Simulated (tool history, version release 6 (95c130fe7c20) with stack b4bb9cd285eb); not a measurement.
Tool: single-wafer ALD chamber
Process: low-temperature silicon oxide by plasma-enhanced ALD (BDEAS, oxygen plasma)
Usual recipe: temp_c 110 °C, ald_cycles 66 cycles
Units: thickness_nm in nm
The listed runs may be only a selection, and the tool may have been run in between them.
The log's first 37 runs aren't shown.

| run | hour | temp_c | ald_cycles | wafers since the last listed run | hours since the last thermocouple change | hours since the gauge calibration | read-back reference wafer on the same gauge, thickness_nm | thickness_nm |
|---|---|---|---|---|---|---|---|---|
| 38 | 1983.4 | 110 | 66 | 93 | 598.1 | 2355.8 | 8.55 | 7.793 |
| 39 | 2053.5 | 110 | 66 | 225 | 668.2 | 2425.9 | 8.546 | 7.78 |
|  | 2104.7 | gauge calibrated |
| 40 | 2118.9 | 101 | 61 | 209 | 733.6 | 14.2 | 8.556 | 7.359 |
| 41 | 2187.3 | 102 | 72 | 219 | 802 | 82.6 | 8.553 | 8.651 |
| 42 | 2217 | 121 | 57 | 95 | 831.7 | 112.3 | 8.553 | 6.567 |
| 43 | 2283.4 | 104 | 54 | 213 | 898.1 | 178.7 | 8.554 | 6.464 |
| 44 | 2352.1 | 105 | 62 | 220 | 966.8 | 247.4 | 8.551 | 7.4 |
| 45 | 2386.4 | 97 | 66 | 110 | 1001.1 | 281.7 | 8.55 | 8.012 |
| 46 | 2596.5 | 96 | 59 | 674 | 1211.2 | 491.8 | 8.548 | 7.13 |
| 47 | 2668.2 | 121 | 54 | 230 | 1282.9 | 563.5 | 8.553 | 6.209 |

Below are 4 alternative next runs, each starting from the tool's condition after run 47. Predict each:
| A | 2668.7 | 110 | 66 | 1 | 1283.4 | 564 | ? | ? |
| B | 2668.7 | 101 | 78 | 1 | 1283.4 | 564 | ? | ? |
| C | 2668.7 | 97 | 53 | 1 | 1283.4 | 564 | ? | ? |
| D | 2668.7 | 123 | 55 | 1 | 1283.4 | 564 | ? | ? |

| run | read-back reference wafer on the same gauge, thickness_nm | thickness_nm |
|---|---|---|
| A | 8.559 | 7.739 |
| B | 8.559 | 9.321 |
| C | 8.559 | 6.386 |
| D | 8.559 | 6.272 |
With no hidden state in the tool, these same runs would have given:
| run | thickness_nm |
|---|---|
| A | 7.825 |
| B | 9.427 |
| C | 6.511 |
| D | 6.344 |
